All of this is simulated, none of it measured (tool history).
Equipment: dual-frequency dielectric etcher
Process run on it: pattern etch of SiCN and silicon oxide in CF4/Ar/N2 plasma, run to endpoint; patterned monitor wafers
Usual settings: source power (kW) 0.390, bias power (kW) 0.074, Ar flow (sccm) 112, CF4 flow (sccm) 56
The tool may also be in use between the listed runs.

run	hour	source power (kW)	bias power (kW)	Ar flow (sccm)	CF4 flow (sccm)	incoming incoming film thickness, nm	endpoint time (s)
1	0.0	0.390	0.074	112	56	13.82	21.2
2	51.7	0.390	0.074	112	56	13.88	21.2
3	132.2	0.390	0.074	112	56	13.95	21.4
4	207.0	0.390	0.060	112	56	14.05	22.8
5	266.1	0.390	0.074	112	52	14.09	22.0
# hour 323.4: wet clean of the chamber
6	323.9	0.390	0.074	112	52	13.91	21.6
7	368.9	0.420	0.074	112	56	13.82	20.1
# hour 421.1: CF4 flow controller replaced
# hour 431.1: source power generator calibrated
8	455.1	0.420	0.074	112	56	13.83	19.4
9	526.2	0.390	0.074	112	56	13.86	20.3
10	589.8	0.390	0.074	112	56	13.84	20.2
# hour 626.6: bias power generator calibrated
11	670.8	0.390	0.074	112	56	13.97	20.8
# hour 740.5: wet clean of the chamber
12	767.1	0.290	0.062	112	49	13.82	26.6
13	814.7	0.390	0.074	112	52	13.84	20.9
14	867.7	0.390	0.074	112	56	14.02	20.9
15	943.5	0.350	0.056	85	61	13.87	22.8
16	989.9	0.350	0.065	112	67	13.97	22.2
# hour 1002.6: Ar flow controller replaced
17	1049.7	0.350	0.090	112	56	13.78	20.9
# hour 1076.7: upper electrode replaced
18	1154.5	0.390	0.074	112	52	13.95	21.2
19	1198.4	0.390	0.058	112	64	13.90	21.5
# hour 1231.7: wet clean of the chamber
20	1237.0	0.390	0.074	112	64	13.85	20.2
21	1310.5	0.310	0.088	139	43	13.96	24.6
22	1401.7	0.390	0.074	112	56	13.92	20.7

Consider 4 possible next runs. They are alternatives, not a sequence: every one starts from the tool as it was left by run 22. What does each give?
A	1402.1	0.390	0.084	112	56	13.82	?
B	1402.1	0.460	0.074	122	56	13.82	?
C	1402.1	0.470	0.074	112	56	13.82	?
D	1402.1	0.320	0.082	136	65	13.82	?

run	endpoint time (s)
A	19.9
B	18.7
C	18.2
D	22.5
Stripped of hidden state, with their random variation kept, the same runs would have yielded:
run	endpoint time (s)
A	19.8
B	18.6
C	18.1
D	22.4
